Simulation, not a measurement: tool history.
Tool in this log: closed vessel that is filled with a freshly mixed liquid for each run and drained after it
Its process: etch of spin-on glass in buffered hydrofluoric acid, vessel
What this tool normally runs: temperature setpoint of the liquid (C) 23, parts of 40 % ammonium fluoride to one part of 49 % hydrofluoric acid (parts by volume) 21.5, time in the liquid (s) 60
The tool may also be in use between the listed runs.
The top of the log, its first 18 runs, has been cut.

run   hour  temperature setpoint of the liquid (C)  parts of 40 % ammonium fluoride to one part of 49 % hydrofluoric acid (parts by volume)  time in the liquid (s)  wafers since the last listed run  hours since the thermometer was replaced  hours since the hydrofluoric acid flow meter was replaced  hours since the gauge calibration  read-back film thickness of the spin-on glass reference wafer, read on the same gauge (nm)  thickness taken off the spin-on glass on a monitor wafer (Å)
 19  244.3                                      23                                                                                     16.5                      30                              1072                                    2057.2                                                       87.5                               89.9                                                                                      120.01                                                         449.2
 20  261.6                                      27                                                                                     25.5                      60                              2132                                    2074.5                                                      104.8                              107.2                                                                                         120                                                         782.8
 21  276.6                                    25.5                                                                                     21.5                      85                              1849                                    2089.5                                                      119.8                              122.2                                                                                      119.97                                                        1135.5
 22  293.1                                      23                                                                                     17.5                      60                              2033                                      2106                                                      136.3                              138.7                                                                                      120.07                                                         845.8
 23  309.5                                    27.5                                                                                     27.5                      30                              2021                                    2122.4                                                      152.7                              155.1                                                                                      119.97                                                         379.4
     311.4  -- thermometer replaced
 24  317.4                                    20.5                                                                                     26.5                      90                               850                                         6                                                      160.6                                163                                                                                      119.97                                                           795
 25  333.7                                    21.5                                                                                     21.5                      80                              2009                                      22.3                                                      176.9                              179.3                                                                                      120.02                                                         861.4
 26  345.7                                      26                                                                                       15                      30                              1479                                      34.3                                                      188.9                              191.3                                                                                      119.95                                                         581.9
 27  361.8                                      27                                                                                       28                      45                              1984                                      50.4                                                        205                              207.4                                                                                      120.04                                                         545.7
 28  374.2                                      19                                                                                     27.5                      60                              1528                                      62.8                                                      217.4                              219.8                                                                                      120.04                                                         477.9
 29  382.5                                      25                                                                                       25                      80                              1023                                      71.1                                                      225.7                              228.1                                                                                      119.93                                                         941.1
 30  396.1                                    20.5                                                                                     16.5                      90                              1676                                      84.7                                                      239.3                              241.7                                                                                      120.01                                                        1170.7
 31    406                                      23                                                                                     21.5                      60                              1220                                      94.6                                                      249.2                              251.6                                                                                      120.02                                                         699.4
 32  429.5                                      19                                                                                     27.5                      60                              2896                                     118.1                                                      272.7                              275.1                                                                                      120.03                                                         473.4
 33    445                                    26.5                                                                                     21.5                      50                              1910                                     133.6                                                      288.2                              290.6                                                                                      120.01                                                         704.5
 34  456.3                                    25.5                                                                                     13.5                      40                              1392                                     144.9                                                      299.5                              301.9                                                                                      119.96                                                         831.2

3 options for the next run, each taken on its own from the tool as it stands now. Forecast them:
  A   457                                      23                                                                                       26                      60                                86                                     145.6                                                      300.2                              302.6                                                                                           ?                                                             ?
  B   457                                    25.5                                                                                       17                      85                                86                                     145.6                                                      300.2                              302.6                                                                                           ?                                                             ?
  C   457                                      23                                                                                     13.5                      60                                86                                     145.6                                                      300.2                              302.6                                                                                           ?                                                             ?

run  read-back film thickness of the spin-on glass reference wafer, read on the same gauge (nm)  thickness taken off the spin-on glass on a monitor wafer (Å)
  A                                                                                      120.02                                                         618.7
  B                                                                                      120.02                                                          1413
  C                                                                                      120.02                                                        1091.5
The same runs, with their run-to-run variation unchanged, on a tool lacking any hidden condition would have given:
run  thickness taken off the spin-on glass on a monitor wafer (Å)
  A                                                         618.7
  B                                                          1413
  C                                                        1091.5
